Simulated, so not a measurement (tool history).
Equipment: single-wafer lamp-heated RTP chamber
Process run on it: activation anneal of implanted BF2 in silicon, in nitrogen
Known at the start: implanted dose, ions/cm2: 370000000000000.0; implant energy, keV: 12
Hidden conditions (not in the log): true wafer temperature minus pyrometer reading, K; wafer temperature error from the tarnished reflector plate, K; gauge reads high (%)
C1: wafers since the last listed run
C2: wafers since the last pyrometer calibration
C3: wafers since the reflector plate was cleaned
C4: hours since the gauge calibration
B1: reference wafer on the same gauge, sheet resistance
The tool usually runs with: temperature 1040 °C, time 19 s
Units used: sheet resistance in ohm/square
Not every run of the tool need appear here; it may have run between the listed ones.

Run 1, hour 0: usual settings but temperature 1062 °C; C1 0; C2 2706; C3 6329; C4 603.3; B1 289.4. Result: sheet resistance 348.84 ohm/square.
Run 2, hour 45.6: usual settings but temperature 1062 °C; C1 1086; C2 3792; C3 7415; C4 648.9; B1 288.84. Result: sheet resistance 345.36 ohm/square.
Run 3, hour 76.1: usual settings but temperature 1048 °C; C1 726; C2 4519; C3 8142; C4 679.4; B1 289.04. Result: sheet resistance 354.66 ohm/square.
Run 4, hour 127.6: usual settings; C1 1226; C2 5746; C3 9369; C4 730.9; B1 289.25. Result: sheet resistance 357.99 ohm/square.
At hour 188.9: reflector plate cleaned.
Run 5, hour 196.8: usual settings but time 26 s; C1 1458; C2 7204; C3 187; C4 800.1; B1 288.98. Result: sheet resistance 352.03 ohm/square.
Run 6, hour 221: usual settings but time 26 s; C1 576; C2 7780; C3 763; C4 824.3; B1 288.92. Result: sheet resistance 353.1 ohm/square.
Run 7, hour 281.1: usual settings but time 26 s; C1 1431; C2 9212; C3 2195; C4 884.4; B1 288.67. Result: sheet resistance 352.99 ohm/square.
Run 8, hour 333.7: usual settings; C1 1253; C2 10465; C3 3448; C4 937; B1 288.63. Result: sheet resistance 362.04 ohm/square.
Run 9, hour 390.2: usual settings; C1 1346; C2 11811; C3 4794; C4 993.5; B1 289.12. Result: sheet resistance 358.31 ohm/square.
At hour 415.8: pyrometer window cleaned and pyrometer calibrated.
Run 10, hour 462.1: usual settings; C1 1522; C2 1102; C3 6317; C4 1065.4; B1 289. Result: sheet resistance 358.04 ohm/square.
Run 11, hour 512.9: usual settings; C1 1210; C2 2313; C3 7527; C4 1116.2; B1 289.14. Result: sheet resistance 357.56 ohm/square.
Run 12, hour 554.4: usual settings; C1 988; C2 3301; C3 8516; C4 1157.7; B1 289.12. Result: sheet resistance 356.71 ohm/square.
Run 13, hour 615.4: usual settings; C1 1453; C2 4755; C3 9969; C4 1218.7; B1 289.16. Result: sheet resistance 356.01 ohm/square.
Run 14, hour 680.1: usual settings; C1 1541; C2 6296; C3 11510; C4 1283.4; B1 288.3. Result: sheet resistance 355.04 ohm/square.
At hour 721.7: reflector plate cleaned.
Run 15, hour 726.9: usual settings but temperature 1023 °C, time 9 s; C1 924; C2 7220; C3 123; C4 1330.2; B1 288.74. Result: sheet resistance 380.49 ohm/square.
Run 16, hour 791.4: usual settings but temperature 1055 °C; C1 1536; C2 8757; C3 1660; C4 1394.7; B1 289.27. Result: sheet resistance 351.42 ohm/square.
At hour 832.5: pyrometer window cleaned and pyrometer calibrated.
Run 17, hour 838.9: usual settings but temperature 1013 °C, time 16 s; C1 941; C2 153; C3 2601; C4 1442.2; B1 289.01. Result: sheet resistance 378.86 ohm/square.
Run 18, hour 886.7: usual settings; C1 1138; C2 1292; C3 3739; C4 1490; B1 289.27. Result: sheet resistance 359.53 ohm/square.
Run 19, hour 928.9: usual settings but time 14 s; C1 1005; C2 2297; C3 4745; C4 1532.2; B1 288.97. Result: sheet resistance 364 ohm/square.
At hour 959.5: gauge calibrated.
Run 20, hour 992.5: usual settings but temperature 1062 °C, time 22 s; C1 1515; C2 3812; C3 6260; C4 33; B1 289.2. Result: sheet resistance 343.19 ohm/square.
Run 21, hour 1055.3: usual settings but temperature 1021 °C, time 14 s; C1 1496; C2 5308; C3 7756; C4 95.8; B1 288.97. Result: sheet resistance 372.69 ohm/square.
Run 22, hour 1114.8: usual settings but temperature 1050 °C, time 27 s; C1 1417; C2 6726; C3 9174; C4 155.3; B1 289.12. Result: sheet resistance 346.28 ohm/square.
At hour 1145.9: reflector plate cleaned.
Run 23, hour 1177: usual settings but temperature 1055 °C; C1 1291; C2 8017; C3 741; C4 217.5; B1 289.02. Result: sheet resistance 349.82 ohm/square.
Run 24, hour 1219.9: usual settings; C1 1022; C2 9039; C3 1763; C4 260.4; B1 288.55. Result: sheet resistance 358.01 ohm/square.
Run 25, hour 1247.5: usual settings but temperature 1014 °C, time 13 s; C1 657; C2 9697; C3 2421; C4 288; B1 289.12. Result: sheet resistance 380.83 ohm/square.
Run 26, hour 1303.3: usual settings but time 10 s; C1 1329; C2 11026; C3 3750; C4 343.8; B1 289.09. Result: sheet resistance 369.05 ohm/square.
At hour 1319.4: pyrometer window cleaned and pyrometer calibrated.
Run 27, hour 1369.3: usual settings but temperature 1061 °C, time 9 s; C1 1381; C2 1189; C3 5132; C4 409.8; B1 289.52. Result: sheet resistance 362.04 ohm/square.
Run 28, hour 1420.3: usual settings but time 27 s; C1 1215; C2 2404; C3 6347; C4 460.8; B1 288.93. Result: sheet resistance 349.72 ohm/square.
Run 29, hour 1477.1: usual settings but temperature 1021 °C, time 14 s; C1 1353; C2 3758; C3 7700; C4 517.6; B1 288.84. Result: sheet resistance 372.27 ohm/square.
Run 30, hour 1507.2: usual settings; C1 717; C2 4475; C3 8417; C4 547.7; B1 289.27. Result: sheet resistance 355.08 ohm/square.
At hour 1668.2: reflector plate cleaned.
Run 31, hour 1705.5: usual settings but temperature 1030 °C; C1 4533; C2 9008; C3 889; C4 746; B1 289.7. Result: sheet resistance 364.9 ohm/square.
Run 32, hour 1769.8: usual settings but temperature 1049 °C, time 27 s; C1 1531; C2 10540; C3 2421; C4 810.3; B1 288.91. Result: sheet resistance 345.15 ohm/square.
At hour 1830.4: pyrometer window cleaned and pyrometer calibrated.
Run 33, hour 1841.6: usual settings but temperature 1064 °C, time 22 s; C1 1519; C2 267; C3 3941; C4 882.1; B1 288.85. Result: sheet resistance 345.53 ohm/square.
Run 34, hour 1873.8: usual settings but temperature 1018 °C, time 14 s; C1 767; C2 1034; C3 4708; C4 914.3; B1 289.26. Result: sheet resistance 377.63 ohm/square.
Run 35, hour 1931.3: usual settings but temperature 1065 °C, time 28 s; C1 1369; C2 2404; C3 6078; C4 971.8; B1 289.24. Result: sheet resistance 340.09 ohm/square.
Run 36, hour 1959.9: usual settings but temperature 1050 °C; C1 681; C2 3086; C3 6759; C4 1000.4; B1 288.99. Result: sheet resistance 353.05 ohm/square.

Measured result minus the same run's result without the hidden state. Both carry the same run-to-run variation, though not necessarily the same gauge scatter:
run  sheet resistance
  1             -1.33
  2              -1.7
  3             -2.62
  4             -3.73
  5             -0.14
  6             -0.16
  7             -0.33
  8             -0.58
  9             -0.99
 10             -1.73
 11             -2.37
 12             -2.97
 13             -3.96
 14             -5.14
 15             -0.22
 16             -0.28
 17             -0.49
 18             -0.84
 19             -1.06
 20             -1.12
 21             -2.36
 22             -2.77
 23             -0.11
 24             -0.24
 25             -0.32
 26             -0.55
 27             -1.04
 28             -1.88
 29             -2.22
 30             -2.89
 31             -0.24
 32             -0.38
 33             -0.51
 34             -0.99
 35             -0.77
 36             -1.77

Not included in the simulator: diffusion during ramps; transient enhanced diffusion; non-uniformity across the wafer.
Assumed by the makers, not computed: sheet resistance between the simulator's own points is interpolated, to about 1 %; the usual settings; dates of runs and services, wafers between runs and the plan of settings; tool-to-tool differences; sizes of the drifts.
